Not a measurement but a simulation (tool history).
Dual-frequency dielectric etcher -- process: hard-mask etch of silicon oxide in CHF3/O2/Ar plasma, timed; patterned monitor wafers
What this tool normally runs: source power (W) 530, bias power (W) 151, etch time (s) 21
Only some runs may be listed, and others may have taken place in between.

| run | hour | source power (W) | bias power (W) | etch time (s) | wafers since the last listed run | hours since the last wet clean | hours since the last source power generator calibration | hours since the last bias power generator calibration | hours since the last upper electrode change | hours since the gauge calibration | read-back reference wafer on the same gauge, depth_nm | mean etch depth across the wafer (angstrom) |
|---|---|---|---|---|---|---|---|---|---|---|---|---|
| 1 | 0 | 530 | 151 | 25.5 | 0 | 299.8 | 4237.6 | 2051.3 | 4182.3 | 630.3 | 43.29 | 462 |
| 2 | 18 | 530 | 151 | 25.5 | 236 | 317.8 | 4255.6 | 2069.3 | 4200.3 | 648.3 | 43.34 | 464 |
| 3 | 52.9 | 530 | 134 | 21 | 458 | 352.7 | 4290.5 | 2104.2 | 4235.2 | 683.2 | 43.31 | 364.4 |
|  | 129.3 | wet clean of the chamber |
| 4 | 129.8 | 530 | 134 | 21 | 694 | 0.5 | 4367.4 | 2181.1 | 4312.1 | 760.1 | 43.24 | 348.5 |
| 5 | 191.3 | 530 | 151 | 21 | 807 | 62 | 4428.9 | 2242.6 | 4373.6 | 821.6 | 43.35 | 368.2 |
| 6 | 219 | 530 | 151 | 21 | 363 | 89.7 | 4456.6 | 2270.3 | 4401.3 | 849.3 | 43.33 | 367.2 |
| 7 | 251 | 530 | 151 | 21 | 420 | 121.7 | 4488.6 | 2302.3 | 4433.3 | 881.3 | 43.31 | 369.1 |
|  | 272.7 | bias power generator calibrated |
| 8 | 336.1 | 530 | 151 | 21 | 1064 | 206.8 | 4573.7 | 63.4 | 4518.4 | 966.4 | 43.26 | 372.6 |
| 9 | 363.9 | 530 | 151 | 21 | 364 | 234.6 | 4601.5 | 91.2 | 4546.2 | 994.2 | 43.33 | 374 |
|  | 370.9 | gauge calibrated |
| 10 | 399.2 | 430 | 151 | 22.5 | 463 | 269.9 | 4636.8 | 126.5 | 4581.5 | 28.3 | 43.25 | 370.3 |
| 11 | 411.4 | 430 | 151 | 22.5 | 160 | 282.1 | 4649 | 138.7 | 4593.7 | 40.5 | 43.31 | 370.2 |
|  | 448.1 | source power generator calibrated |
| 12 | 448.6 | 430 | 151 | 22.5 | 435 | 319.3 | 0.5 | 175.9 | 4630.9 | 77.7 | 43.3 | 369.9 |
|  | 478.2 | wet clean of the chamber |
| 13 | 478.7 | 450 | 151 | 21 | 80 | 0.5 | 30.6 | 206 | 4661 | 107.8 | 43.28 | 342.9 |
| 14 | 479 | 450 | 151 | 21 | 3 | 0.8 | 30.9 | 206.3 | 4661.3 | 108.1 | 43.27 | 343.4 |
| 15 | 500.5 | 530 | 118 | 14.5 | 282 | 22.3 | 52.4 | 227.8 | 4682.8 | 129.6 | 43.24 | 229.7 |
| 16 | 534.3 | 410 | 161 | 15.5 | 443 | 56.1 | 86.2 | 261.6 | 4716.6 | 163.4 | 43.24 | 253.7 |
| 17 | 550.4 | 430 | 134 | 15.5 | 211 | 72.2 | 102.3 | 277.7 | 4732.7 | 179.5 | 43.25 | 238.8 |
| 18 | 577.4 | 430 | 184 | 21 | 354 | 99.2 | 129.3 | 304.7 | 4759.7 | 206.5 | 43.28 | 369.3 |
| 19 | 596.4 | 570 | 151 | 21 | 249 | 118.2 | 148.3 | 323.7 | 4778.7 | 225.5 | 43.26 | 382.4 |
|  | 634.2 | upper electrode replaced |
| 20 | 634.7 | 410 | 181 | 25 | 187 | 156.5 | 186.6 | 362 | 0.5 | 263.8 | 43.36 | 430.4 |
| 21 | 660.6 | 440 | 177 | 24.5 | 340 | 182.4 | 212.5 | 387.9 | 26.4 | 289.7 | 43.29 | 430.2 |
| 22 | 692.3 | 490 | 151 | 21 | 416 | 214.1 | 244.2 | 419.6 | 58.1 | 321.4 | 43.28 | 362.3 |
| 23 | 708.4 | 530 | 134 | 21 | 211 | 230.2 | 260.3 | 435.7 | 74.2 | 337.5 | 43.3 | 356.3 |
| 24 | 728.9 | 490 | 187 | 15.5 | 269 | 250.7 | 280.8 | 456.2 | 94.7 | 358 | 43.26 | 293.4 |
| 25 | 816.1 | 530 | 151 | 21 | 1144 | 337.9 | 368 | 543.4 | 181.9 | 445.2 | 43.35 | 377.9 |
| 26 | 836.1 | 490 | 187 | 15.5 | 262 | 357.9 | 388 | 563.4 | 201.9 | 465.2 | 43.35 | 295.7 |
| 27 | 854.3 | 530 | 151 | 18.5 | 238 | 376.1 | 406.2 | 581.6 | 220.1 | 483.4 | 43.31 | 334 |
| 28 | 868.7 | 530 | 151 | 21 | 189 | 390.5 | 420.6 | 596 | 234.5 | 497.8 | 43.24 | 378.2 |

Here are 5 independent what-if runs from the current tool condition. What would each one return?
| A | 869.1 | 530 | 186 | 21 | 5 | 390.9 | 421 | 596.4 | 234.9 | 498.2 | ? | ? |
| B | 869.1 | 570 | 134 | 21 | 5 | 390.9 | 421 | 596.4 | 234.9 | 498.2 | ? | ? |
| C | 869.1 | 530 | 125 | 19 | 5 | 390.9 | 421 | 596.4 | 234.9 | 498.2 | ? | ? |
| D | 869.1 | 460 | 151 | 21 | 5 | 390.9 | 421 | 596.4 | 234.9 | 498.2 | ? | ? |
| E | 869.1 | 530 | 165 | 25 | 5 | 390.9 | 421 | 596.4 | 234.9 | 498.2 | ? | ? |

| run | read-back reference wafer on the same gauge, depth_nm | mean etch depth across the wafer (angstrom) |
|---|---|---|
| A | 43.26 | 412.5 |
| B | 43.26 | 371.5 |
| C | 43.26 | 317.4 |
| D | 43.26 | 358.1 |
| E | 43.26 | 467.6 |
Stripped of hidden state, with their random variation kept, the same runs would have yielded:
| run | mean etch depth across the wafer (angstrom) |
|---|---|
| A | 400.3 |
| B | 360.5 |
| C | 308 |
| D | 347.6 |
| E | 453.8 |
